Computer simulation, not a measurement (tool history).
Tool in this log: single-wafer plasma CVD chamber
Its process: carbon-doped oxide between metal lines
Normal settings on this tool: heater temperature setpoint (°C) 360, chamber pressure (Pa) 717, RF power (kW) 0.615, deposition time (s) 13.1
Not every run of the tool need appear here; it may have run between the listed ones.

run	hour	heater temperature setpoint (°C)	chamber pressure (Pa)	RF power (kW)	deposition time (s)	read-back reference wafer on the same gauge, thickness_nm	mean film thickness on the monitor wafer (nm)
1	0	360	717	0.615	15.2	61.153	85.829
2	40	360	717	0.615	12.3	61.277	68.792
3	68.1	360	717	0.615	12.3	61.093	69.158
4	94	360	717	0.615	12.3	61.108	68.645
5	133.4	350	717	0.615	13.1	61.22	75.527
6	166.8	350	717	0.615	13.1	61.287	75.388
7	237.4	360	591	0.615	13.1	61.128	70.217
8	261.5	360	591	0.615	13.1	61.363	71.584
# hour 293: gauge calibrated
9	293.3	360	717	0.615	13.1	61.229	72.869
10	333.1	360	717	0.615	13.1	61.279	73.002
11	393.3	360	717	0.615	13.1	61.162	72.959
12	438.8	360	877	0.615	13.1	61.088	73.679
13	493.7	360	717	0.615	13.1	61.147	73.094
14	522.9	360	717	0.615	13.1	61.27	72.318
15	547	360	717	0.675	13.1	61.222	77.377
16	603.1	360	652	0.615	13.1	61.163	71.896
# hour 616.5: showerhead replaced
17	653.8	349	643	0.545	11.6	61.352	60.605
# hour 699.7: thermocouple changed; heater temperature recalibrated
18	707.7	360	891	0.725	13.1	61.115	82.865
# hour 778.1: capacitance manometer re-zeroed and calibrated
# hour 782.1: RF generator calibrated
19	782.6	366	717	0.615	13.1	61.099	74.332
20	824.9	374	717	0.65	15.3	61.256	86.932
21	867.4	360	895	0.615	15.7	61.294	92.858
22	901.9	360	591	0.67	13.1	61.19	78.397
# hour 937.5: gauge calibrated
23	938.5	360	717	0.615	13.1	61.045	75.335
24	962.6	360	717	0.615	13.1	61.254	74.765
25	1032.1	365	599	0.725	11.1	61.174	67.438
26	1085.5	355	773	0.505	12.4	61.276	64.037
27	1120.9	365	831	0.615	12.1	61.185	68.664

Exercise: give the hidden state of the tool at every run:
wafer temperature above the value expected at the setpoint (K): 0 on each run
true pressure above the setpoint (%): 0 on each run
gauge reads high (%): 0 on each run
H1: delivered RF power above the setpoint (%)
run	H1
1	-3.97
2	-4.14
3	-4.26
4	-4.37
5	-4.54
6	-4.68
7	-4.98
8	-5.08
9	-5.22
10	-5.39
11	-5.64
12	-5.84
13	-6.07
14	-6.19
15	-6.3
16	-6.54
17	-6.75
18	-6.98
19	-0.247
20	-0.427
21	-0.608
22	-0.755
23	-0.911
24	-1.01
25	-1.31
26	-1.54
27	-1.69
